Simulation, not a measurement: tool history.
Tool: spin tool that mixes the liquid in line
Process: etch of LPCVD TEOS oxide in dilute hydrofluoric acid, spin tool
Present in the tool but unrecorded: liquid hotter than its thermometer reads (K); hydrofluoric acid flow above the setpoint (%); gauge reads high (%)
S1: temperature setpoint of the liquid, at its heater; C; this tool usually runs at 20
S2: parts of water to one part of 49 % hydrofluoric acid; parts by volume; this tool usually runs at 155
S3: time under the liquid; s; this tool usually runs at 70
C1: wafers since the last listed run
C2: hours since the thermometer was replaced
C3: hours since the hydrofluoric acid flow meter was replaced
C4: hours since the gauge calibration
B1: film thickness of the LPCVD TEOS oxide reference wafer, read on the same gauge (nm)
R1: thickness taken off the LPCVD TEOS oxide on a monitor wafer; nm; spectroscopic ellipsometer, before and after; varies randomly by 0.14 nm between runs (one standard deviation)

run   hour    S1   S2   S3   C1     C2     C3     C4      B1     R1
  1      0  23.5  110   70    0  507.2  424.3  239.6  120.02  38.39
  2   15.6  23.5  110   70  126  522.8  439.9  255.2  120.01   38.2
  3   27.9  23.5  110   70   99  535.1  452.2  267.5     120  38.25
  4   41.2    20  155   70  107  548.4  465.5  280.8  120.02   22.5
  5   56.6    20  130   70  124  563.8  480.9  296.2  119.99  27.55
  6     68    20  155   90   92  575.2  492.3  307.6     120  28.94
  7   76.1    20  155   90   65  583.3  500.4  315.7  119.97  29.13
  8   97.5    20  155   90  172  604.7  521.8  337.1     120  28.93
     112.4  -- thermometer replaced
  9  112.9    20  155   70  116    0.5  537.2  352.5  119.99  22.71
 10  125.8    20  155   70  104   13.4  550.1  365.4  119.98   22.6
     129.4  -- gauge calibrated
     134.9  -- hydrofluoric acid flow meter replaced
 11  137.6    20  155   70   87   25.2    2.7    8.2  119.99  22.61
 12  152.4    22  180   90  119     40   17.5     23  119.99   26.1
 13  161.5    23  105   70   73   49.1   26.6   32.1  120.01  39.57
 14  169.1    20  155   70   61   56.7   34.2   39.7     120  22.76
 15  207.2    20  155  100  307   94.8   72.3   77.8     120  32.38
 16  213.4    20   85   60   50    101   78.5     84  119.99  38.29
 17  223.4  23.5  110   70   80    111   88.5     94     120  38.14
 18  229.8    20  200   40   51  117.4   94.9  100.4  119.99   9.43
 19  239.9  23.5  105   95   81  127.5    105  110.5     120   54.7
 20  252.7    20  230   70  103  140.3  117.8  123.3  119.99  14.16
 21  263.9  22.5   80   90   90  151.5    129  134.5  120.02  67.83
 22  274.9    20  155  110   88  162.5    140  145.5  119.97  35.43
 23  291.6  21.5  220  105  134  179.2  156.7  162.2  120.01  23.81
 24    309    17   90   70  140  196.6  174.1  179.6  119.99  36.34

Run 25 is up next; what results do you expect?
 25  318.6  18  135  45  77  206.2  183.7  189.2   ?   ?

Logged for run 25: B1 120.01, R1 15.72 nm.
Were there no unlogged condition in the tool, this run, its random variation unchanged, would have produced R1 15.72 nm.
